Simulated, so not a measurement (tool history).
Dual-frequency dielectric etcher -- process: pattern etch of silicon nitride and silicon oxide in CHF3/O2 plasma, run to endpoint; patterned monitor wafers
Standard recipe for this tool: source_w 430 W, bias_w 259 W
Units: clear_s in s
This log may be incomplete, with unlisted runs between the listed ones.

run   hour  source_w  bias_w  incoming incoming film thickness, nm  clear_s
  1    0.0       430     259                                 245.7    154.0
  2   26.1       430     230                                 245.5    162.4
  3   51.1       430     230                                 242.7    158.2
  4   69.9       430     230                                 242.9    160.3
  5   85.5       430     259                                 245.4    154.6
  6  190.8       500     229                                 243.6    148.7
     225.2  -- wet clean of the chamber
  7  225.7       500     229                                 243.4    148.3
     285.9  -- upper electrode replaced
  8  298.1       500     229                                 242.3    148.4
  9  321.5       520     259                                 242.5    138.8
 10  342.2       430     213                                 242.6    163.7
 11  365.2       430     213                                 242.3    163.4
 12  389.2       430     259                                 245.2    152.4
     430.1  -- bias power generator calibrated
 13  455.7       340     307                                 243.1    159.7
     475.6  -- source power generator calibrated
 14  486.3       360     315                                 243.8    150.8
 15  508.0       350     259                                 241.2    164.0
 16  530.2       510     276                                 244.7    137.8
 17  545.0       430     292                                 241.2    141.9
 18  635.8       500     229                                 241.9    147.8
 19  661.9       370     202                                 241.2    179.1
 20  691.5       330     259                                 242.3    171.1
 21  718.2       520     206                                 246.3    156.5
     749.4  -- wet clean of the chamber
 22  749.9       370     202                                 244.4    179.5

Here are 4 independent what-if runs from the current tool condition. What would each one return?
  A  750.4       430     259                                 242.7        ?
  B  750.4       330     197                                 242.7        ?
  C  750.4       500     312                                 242.7        ?
  D  750.4       370     297                                 242.7        ?

run  clear_s
  A    151.8
  B    192.4
  C    131.6
  D    153.8
What these runs would have given with no unlogged condition in the tool:
run  clear_s
  A    151.8
  B    192.4
  C    131.6
  D    153.8

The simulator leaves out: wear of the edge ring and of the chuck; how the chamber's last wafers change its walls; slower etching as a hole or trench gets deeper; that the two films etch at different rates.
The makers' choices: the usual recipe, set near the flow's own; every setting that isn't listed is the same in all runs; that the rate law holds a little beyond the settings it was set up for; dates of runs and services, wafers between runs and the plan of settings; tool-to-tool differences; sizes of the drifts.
